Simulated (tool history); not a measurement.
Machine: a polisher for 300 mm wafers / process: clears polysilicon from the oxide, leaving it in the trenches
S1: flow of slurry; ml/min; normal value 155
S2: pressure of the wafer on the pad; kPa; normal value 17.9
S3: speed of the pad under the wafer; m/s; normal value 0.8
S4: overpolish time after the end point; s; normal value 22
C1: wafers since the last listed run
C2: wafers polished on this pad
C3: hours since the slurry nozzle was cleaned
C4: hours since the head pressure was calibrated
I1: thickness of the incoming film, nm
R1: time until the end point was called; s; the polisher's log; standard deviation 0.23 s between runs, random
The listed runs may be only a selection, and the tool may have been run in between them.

run,hour,S1,S2,S3,S4,C1,C2,C3,C4,I1,R1
1,0,155,17.9,0.8,22,0,1574,276.6,271.2,304.5,30.5
2,45.3,130,17.9,0.8,22,528,2102,321.9,316.5,305,32.1
# hour 54: worn pad replaced by a new one
3,77.7,120,17.9,0.8,22,331,276,354.3,348.9,303.2,29.7
4,133.2,120,17.9,0.8,22,647,923,409.8,404.4,298.4,30.4
5,177.5,120,17.9,0.8,22,516,1439,454.1,448.7,299.8,31.8
6,219.9,155,17.9,0.8,22,494,1933,496.5,491.1,301.1,31.2
# hour 240.2: worn pad replaced by a new one
7,255.4,155,13.8,0.8,22,367,177,532,526.6,300.2,35.7
8,314.7,155,17.9,0.96,22,691,869,591.3,585.9,300.7,24.2
9,358,155,21.4,1.04,22,504,1373,634.6,629.2,299.6,19.2
10,404,120,22.8,0.8,22,536,1910,680.6,675.2,299.5,25.9
# hour 418.2: worn pad replaced by a new one
# hour 431: head pressure recalibrated
11,615.5,170,17.9,0.9,26,2395,2276,892.1,184.5,294.2,26.9
# hour 620: worn pad replaced by a new one, of another model than before
# hour 644.7: slurry nozzle cleaned
12,675.2,120,22.1,0.64,10,637,631,30.5,244.2,301.4,28.6
13,742.6,105,17.9,0.64,13,785,1417,97.9,311.6,300.4,35
14,792.2,175,12.4,0.94,15,578,1995,147.5,361.2,297.8,35
# hour 797.3: worn pad replaced by a new one
15,839.2,155,22.8,0.8,22,501,488,194.5,408.2,299.2,23.4
16,906.9,155,17.9,0.8,22,789,1277,262.2,475.9,303,29.7

For some of the steps in R1 from one run to the next: how much would appear even if the tool had no hidden state, given the settings, what came in and random variation, and how much remains for the hidden state plus any gauge scatter that the measured result and the result without hidden state don't share?
Hidden state present: removal rate lost through wear of the pad, %; slurry flow missing at the pad, %; deviation of the head's pressure from its setpoint, %.
Run 14 -> 15: S1 175 -> 155, S2 12.4 -> 22.8, S3 0.94 -> 0.8, S4 15 -> 22, worn pad replaced by a new one. R1 -11.6 s: hidden state -2.8, all else -8.8.

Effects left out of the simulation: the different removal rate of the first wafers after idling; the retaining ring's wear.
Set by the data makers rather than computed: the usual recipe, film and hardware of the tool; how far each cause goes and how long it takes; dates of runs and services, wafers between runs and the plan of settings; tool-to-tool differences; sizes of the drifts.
